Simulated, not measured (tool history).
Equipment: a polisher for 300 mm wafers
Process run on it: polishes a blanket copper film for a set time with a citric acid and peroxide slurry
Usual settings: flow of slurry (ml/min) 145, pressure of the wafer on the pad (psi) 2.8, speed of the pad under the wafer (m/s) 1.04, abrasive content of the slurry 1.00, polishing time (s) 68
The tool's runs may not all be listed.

run	hour	flow of slurry (ml/min)	pressure of the wafer on the pad (psi)	speed of the pad under the wafer (m/s)	abrasive content of the slurry	polishing time (s)	wafers since the last listed run	wafers polished on this pad	hours since the slurry nozzle was cleaned	hours since the head pressure was calibrated	hours since the slurry blender was calibrated	incoming thickness of the incoming film, nm	film removed (nm)
1	0.0	145	2.8	1.04	1.00	68	0	1290	406.0	244.7	71.1	1155.8	138.5
2	35.5	145	2.8	1.04	1.00	68	390	1680	441.5	280.2	106.6	1176.5	139.6
3	74.9	145	2.8	1.04	1.00	68	433	2113	480.9	319.6	146.0	1154.3	135.2
4	166.9	145	2.8	1.04	1.00	68	1011	3125	572.9	411.6	238.0	1151.6	136.1
5	214.1	145	2.8	1.04	1.00	68	519	3644	620.1	458.8	285.2	1159.9	132.7
6	266.1	145	2.8	1.04	1.00	68	571	4216	672.1	510.8	337.2	1173.6	129.7
7	325.1	145	2.8	1.04	1.00	68	648	4865	731.1	569.8	396.2	1167.3	125.9
# hour 338.3: worn pad replaced by a new one
# hour 340.5: slurry blender recalibrated
8	382.9	145	2.8	1.04	1.00	68	569	468	788.9	627.6	42.4	1165.4	140.1
# hour 524.1: slurry nozzle cleaned
9	542.8	145	2.8	1.04	1.00	83	1747	2216	18.7	787.5	202.3	1168.0	174.1
10	602.9	145	2.8	1.04	1.00	68	660	2877	78.8	847.6	262.4	1160.7	139.5
11	670.2	145	2.8	1.04	1.00	68	740	3617	146.1	914.9	329.7	1146.8	136.7
# hour 713.0: slurry blender recalibrated
12	728.5	145	2.8	1.04	0.75	68	619	4236	204.4	973.2	15.5	1172.7	135.9
13	764.3	105	2.8	1.34	1.00	44	393	4630	240.2	1009.0	51.3	1179.0	107.0
# hour 768.5: worn pad replaced by a new one
14	789.9	115	2.8	1.04	1.00	48	237	235	265.8	1034.6	76.9	1180.4	94.2
15	846.7	145	3.2	0.88	1.00	68	624	859	322.6	1091.4	133.7	1174.6	134.4
# hour 1030.7: head pressure recalibrated
16	1046.9	145	2.8	1.04	1.00	68	2179	3039	522.8	16.2	333.9	1163.7	130.4

Run 17 is up next; what results do you expect?
17	1111.8	145	2.8	1.04	1.00	68	713	3753	587.7	81.1	398.8	1188.1	?

Run 17 came out at film removed (nm) 127.8.
With no hidden state in the tool, this same run would have given film removed (nm) 146.6.
